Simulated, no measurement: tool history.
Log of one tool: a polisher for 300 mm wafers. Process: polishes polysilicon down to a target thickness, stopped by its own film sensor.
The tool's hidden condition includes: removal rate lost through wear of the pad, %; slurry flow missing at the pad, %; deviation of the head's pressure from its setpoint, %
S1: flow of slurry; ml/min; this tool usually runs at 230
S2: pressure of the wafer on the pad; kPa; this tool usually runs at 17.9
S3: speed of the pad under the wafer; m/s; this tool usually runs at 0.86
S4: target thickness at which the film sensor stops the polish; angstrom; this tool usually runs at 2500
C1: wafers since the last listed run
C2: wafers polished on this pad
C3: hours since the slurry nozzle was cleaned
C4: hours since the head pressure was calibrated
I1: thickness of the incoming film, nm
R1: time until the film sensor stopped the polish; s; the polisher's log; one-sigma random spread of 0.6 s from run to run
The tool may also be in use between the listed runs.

| run | day | S1 | S2 | S3 | S4 | C1 | C2 | C3 | C4 | I1 | R1 |
|---|---|---|---|---|---|---|---|---|---|---|---|
| 1 | 0.000 | 230 | 17.9 | 0.86 | 2500 | 0 | 935 | 544.3 | 960.3 | 621.0 | 52.0 |
| 2 | 0.442 | 230 | 17.9 | 0.86 | 1920 | 61 | 996 | 554.9 | 970.9 | 627.6 | 62.3 |
| 3 | 0.808 | 230 | 17.9 | 0.86 | 2500 | 51 | 1047 | 563.7 | 979.7 | 620.8 | 52.3 |
| 4 | 1.458 | 230 | 17.9 | 0.86 | 2500 | 90 | 1138 | 579.3 | 995.3 | 630.1 | 54.5 |
| 5 | 1.904 | 230 | 17.9 | 0.86 | 2500 | 62 | 1200 | 590.0 | 1006.0 | 630.7 | 54.7 |
| 6 | 2.604 | 230 | 17.9 | 0.86 | 2500 | 97 | 1297 | 606.8 | 1022.8 | 628.3 | 54.8 |
|  | 2.800 | worn pad replaced by a new one |
| 7 | 2.875 | 275 | 17.9 | 0.86 | 2500 | 14 | 10 | 613.3 | 1029.3 | 635.5 | 50.5 |
| 8 | 3.171 | 275 | 17.9 | 0.86 | 2500 | 41 | 51 | 620.4 | 1036.4 | 643.6 | 50.6 |
| 9 | 3.762 | 265 | 17.9 | 0.86 | 1460 | 82 | 133 | 634.6 | 1050.6 | 640.5 | 64.3 |
| 10 | 4.217 | 265 | 17.9 | 0.86 | 1460 | 63 | 196 | 645.5 | 1061.5 | 632.8 | 64.0 |
| 11 | 4.858 | 265 | 17.9 | 0.86 | 1460 | 89 | 286 | 660.9 | 1076.9 | 637.2 | 66.8 |
| 12 | 5.200 | 260 | 17.9 | 0.86 | 2500 | 47 | 333 | 669.1 | 1085.1 | 625.0 | 49.8 |
| 13 | 5.883 | 260 | 17.9 | 0.86 | 2500 | 95 | 428 | 685.5 | 1101.5 | 641.5 | 53.1 |
| 14 | 6.562 | 260 | 17.9 | 0.86 | 2500 | 94 | 523 | 701.8 | 1117.8 | 631.8 | 51.6 |
|  | 6.788 | slurry nozzle cleaned |
| 15 | 7.296 | 230 | 22.1 | 0.86 | 2500 | 96 | 619 | 12.2 | 1135.4 | 632.8 | 43.1 |
| 16 | 7.750 | 230 | 17.9 | 1.08 | 2500 | 63 | 682 | 23.1 | 1146.3 | 624.7 | 40.6 |
| 17 | 8.417 | 230 | 17.9 | 1.08 | 2500 | 92 | 775 | 39.1 | 1162.3 | 627.7 | 42.0 |
| 18 | 8.862 | 285 | 17.9 | 1.14 | 3220 | 62 | 837 | 49.8 | 1173.0 | 639.8 | 33.1 |
| 19 | 9.375 | 280 | 21.4 | 0.86 | 3810 | 71 | 909 | 62.1 | 1185.3 | 625.2 | 27.9 |
| 20 | 10.108 | 230 | 17.9 | 0.86 | 2500 | 102 | 1011 | 79.7 | 1202.9 | 629.6 | 53.8 |
|  | 10.617 | worn pad replaced by a new one |
| 21 | 10.646 | 230 | 20.0 | 0.86 | 2500 | 51 | 4 | 92.6 | 1215.8 | 633.3 | 45.2 |
|  | 10.804 | head pressure recalibrated |
| 22 | 11.308 | 230 | 20.7 | 0.86 | 3470 | 80 | 84 | 108.5 | 12.1 | 640.4 | 33.6 |
| 23 | 11.892 | 230 | 17.9 | 0.86 | 2500 | 81 | 165 | 122.5 | 26.1 | 630.8 | 50.8 |
| 24 | 13.442 | 230 | 17.9 | 0.86 | 1380 | 215 | 381 | 159.7 | 63.3 | 634.5 | 67.2 |
| 25 | 14.042 | 305 | 15.2 | 0.86 | 2500 | 83 | 465 | 174.1 | 77.7 | 635.5 | 60.9 |
| 26 | 14.346 | 230 | 17.9 | 0.86 | 2500 | 42 | 507 | 181.4 | 85.0 | 626.1 | 51.0 |
| 27 | 14.725 | 230 | 17.9 | 0.86 | 2500 | 52 | 560 | 190.5 | 94.1 | 617.3 | 50.2 |
| 28 | 15.458 | 230 | 17.9 | 0.86 | 2500 | 102 | 662 | 208.1 | 111.7 | 632.2 | 54.1 |
| 29 | 15.875 | 175 | 13.8 | 0.86 | 2500 | 57 | 720 | 218.1 | 121.7 | 627.1 | 68.5 |
| 30 | 16.921 | 230 | 17.9 | 0.86 | 2500 | 145 | 865 | 243.2 | 146.8 | 619.7 | 51.9 |
| 31 | 17.625 | 255 | 17.9 | 0.86 | 3640 | 97 | 963 | 260.1 | 163.7 | 623.9 | 36.8 |
| 32 | 17.958 | 280 | 22.1 | 0.66 | 3350 | 46 | 1010 | 268.1 | 171.7 | 641.0 | 45.2 |
| 33 | 18.462 | 205 | 17.9 | 1.00 | 3710 | 70 | 1080 | 280.2 | 183.8 | 638.9 | 33.6 |
| 34 | 18.775 | 230 | 17.9 | 0.60 | 2500 | 43 | 1123 | 287.7 | 191.3 | 621.6 | 76.5 |
|  | 19.267 | worn pad replaced by a new one |
| 35 | 19.288 | 305 | 17.9 | 0.68 | 1530 | 48 | 2 | 300.0 | 203.6 | 643.1 | 79.8 |
| 36 | 19.725 | 165 | 17.9 | 0.86 | 3480 | 60 | 63 | 310.5 | 214.1 | 638.9 | 38.8 |

Here are 5 independent what-if runs from the current tool condition. What would each one return?
| A | 19.742 | 230 | 17.9 | 0.86 | 2500 | 2 | 66 | 310.9 | 214.5 | 633.8 | ? |
| B | 19.742 | 230 | 21.4 | 0.86 | 2500 | 2 | 66 | 310.9 | 214.5 | 633.8 | ? |
| C | 19.742 | 200 | 15.9 | 0.76 | 2990 | 2 | 66 | 310.9 | 214.5 | 633.8 | ? |
| D | 19.742 | 195 | 20.0 | 0.86 | 2500 | 2 | 66 | 310.9 | 214.5 | 633.8 | ? |
| E | 19.742 | 265 | 17.9 | 0.86 | 2500 | 2 | 66 | 310.9 | 214.5 | 633.8 | ? |

| run | R1 |
|---|---|
| A | 50.9 |
| B | 42.7 |
| C | 57.5 |
| D | 46.3 |
| E | 50.3 |
The same runs, with their run-to-run variation unchanged, on a tool lacking any hidden condition would have given:
| run | R1 |
|---|---|
| A | 50.3 |
| B | 42.2 |
| C | 56.8 |
| D | 45.7 |
| E | 49.7 |

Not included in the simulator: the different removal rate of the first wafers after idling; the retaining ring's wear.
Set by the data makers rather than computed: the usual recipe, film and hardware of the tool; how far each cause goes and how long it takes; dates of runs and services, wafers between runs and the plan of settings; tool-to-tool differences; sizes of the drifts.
